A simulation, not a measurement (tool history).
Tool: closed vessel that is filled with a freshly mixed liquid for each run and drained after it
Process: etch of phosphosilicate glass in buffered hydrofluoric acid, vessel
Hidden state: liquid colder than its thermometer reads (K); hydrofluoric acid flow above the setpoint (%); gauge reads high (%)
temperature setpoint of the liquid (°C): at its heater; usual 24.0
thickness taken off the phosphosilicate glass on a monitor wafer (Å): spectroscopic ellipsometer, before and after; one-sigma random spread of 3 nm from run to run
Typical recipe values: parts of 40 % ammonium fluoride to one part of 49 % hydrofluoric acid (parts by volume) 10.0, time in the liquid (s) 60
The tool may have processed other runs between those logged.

run,hour,temperature setpoint of the liquid (°C),parts of 40 % ammonium fluoride to one part of 49 % hydrofluoric acid (parts by volume),time in the liquid (s),wafers since the last listed run,hours since the thermometer was replaced,hours since the hydrofluoric acid flow meter was replaced,hours since the gauge calibration,"read-back film thickness of the phosphosilicate glass reference wafer, read on the same gauge (nm)",thickness taken off the phosphosilicate glass on a monitor wafer (Å)
1,0.0,24.0,7.5,60,0,1977.7,1526.7,602.6,70.01,6390.3
2,34.0,24.0,7.5,60,4466,2011.7,1560.7,636.6,69.96,6355.7
3,71.5,24.0,7.5,60,4926,2049.2,1598.2,674.1,70.01,6378.6
4,137.2,20.5,10.0,85,8630,2114.9,1663.9,739.8,69.95,5537.9
5,162.0,20.5,10.0,85,3257,2139.7,1688.7,764.6,70.04,5515.3
6,221.0,24.0,10.0,50,7750,2198.7,1747.7,823.6,70.00,3953.6
7,261.5,24.0,10.0,50,5320,2239.2,1788.2,864.1,70.02,3931.2
8,332.8,24.0,11.0,60,9366,2310.5,1859.5,935.4,69.95,4490.9
9,370.7,24.0,11.0,60,4978,2348.4,1897.4,973.3,70.02,4483.7
10,420.5,24.0,10.0,60,6541,2398.2,1947.2,1023.1,70.02,4719.5
11,484.8,21.5,10.0,60,8446,2462.5,2011.5,1087.4,70.02,4127.8
12,528.0,21.5,10.0,60,5674,2505.7,2054.7,1130.6,70.00,4169.3
# hour 568.8: gauge calibrated
13,596.2,24.0,10.0,60,8958,2573.9,2122.9,27.4,69.94,4750.6
14,647.5,24.0,10.0,35,6738,2625.2,2174.2,78.7,69.97,2768.9
15,696.1,20.5,7.0,35,6384,2673.8,2222.8,127.3,69.99,3255.9
16,741.4,19.0,10.0,60,5950,2719.1,2268.1,172.6,69.98,3599.2
# hour 771.9: hydrofluoric acid flow meter replaced
17,793.4,21.5,6.5,60,6699,2771.1,21.5,224.6,69.98,5736.7
18,856.9,24.0,13.5,60,8341,2834.6,85.0,288.1,69.98,3292.2
19,896.4,24.0,10.0,80,5188,2874.1,124.5,327.6,70.01,5938.4
# hour 926.1: thermometer replaced
20,929.7,24.0,8.5,60,4242,3.6,157.8,360.9,70.07,5497.0
21,966.8,24.0,7.5,40,4873,40.7,194.9,398.0,69.98,4217.0
22,993.4,22.0,9.0,75,3494,67.3,221.5,424.6,69.99,5794.0
23,1052.4,19.5,10.0,60,7750,126.3,280.5,483.6,70.02,3764.6
24,1088.1,24.0,10.0,60,4689,162.0,316.2,519.3,69.98,4830.1
25,1143.5,24.0,12.0,60,7277,217.4,371.6,574.7,70.00,4033.6
26,1210.6,24.0,10.0,60,8814,284.5,438.7,641.8,69.98,4820.4
27,1276.5,24.0,10.0,85,8656,350.4,504.6,707.7,69.99,6854.5
28,1341.5,24.0,10.0,60,8538,415.4,569.6,772.7,69.99,4851.3

Some steps in thickness taken off the phosphosilicate glass on a monitor wafer (Å) between neighbouring runs. How much of each would the tool show without its hidden state too (settings, what came in, random variation), and how much is left for the hidden state, with any gauge scatter that isn't in both results?
Run 16 -> 17: temperature setpoint of the liquid (°C) 19.0 -> 21.5, parts of 40 % ammonium fluoride to one part of 49 % hydrofluoric acid (parts by volume) 10.0 -> 6.5, hydrofluoric acid flow meter replaced. thickness taken off the phosphosilicate glass on a monitor wafer (Å) +2137.5: hidden state -520.0, all else +2657.5.
Run 17 -> 18: temperature setpoint of the liquid (°C) 21.5 -> 24.0, parts of 40 % ammonium fluoride to one part of 49 % hydrofluoric acid (parts by volume) 6.5 -> 13.5. thickness taken off the phosphosilicate glass on a monitor wafer (Å) -2444.5: hidden state +261.6, all else -2706.1.
Run 18 -> 19: parts of 40 % ammonium fluoride to one part of 49 % hydrofluoric acid (parts by volume) 13.5 -> 10.0, time in the liquid (s) 60 -> 80. thickness taken off the phosphosilicate glass on a monitor wafer (Å) +2646.2: hidden state -276.8, all else +2923.0.
Run 19 -> 20: parts of 40 % ammonium fluoride to one part of 49 % hydrofluoric acid (parts by volume) 10.0 -> 8.5, time in the liquid (s) 80 -> 60, thermometer replaced. thickness taken off the phosphosilicate glass on a monitor wafer (Å) -441.4: hidden state +635.1, all else -1076.5.
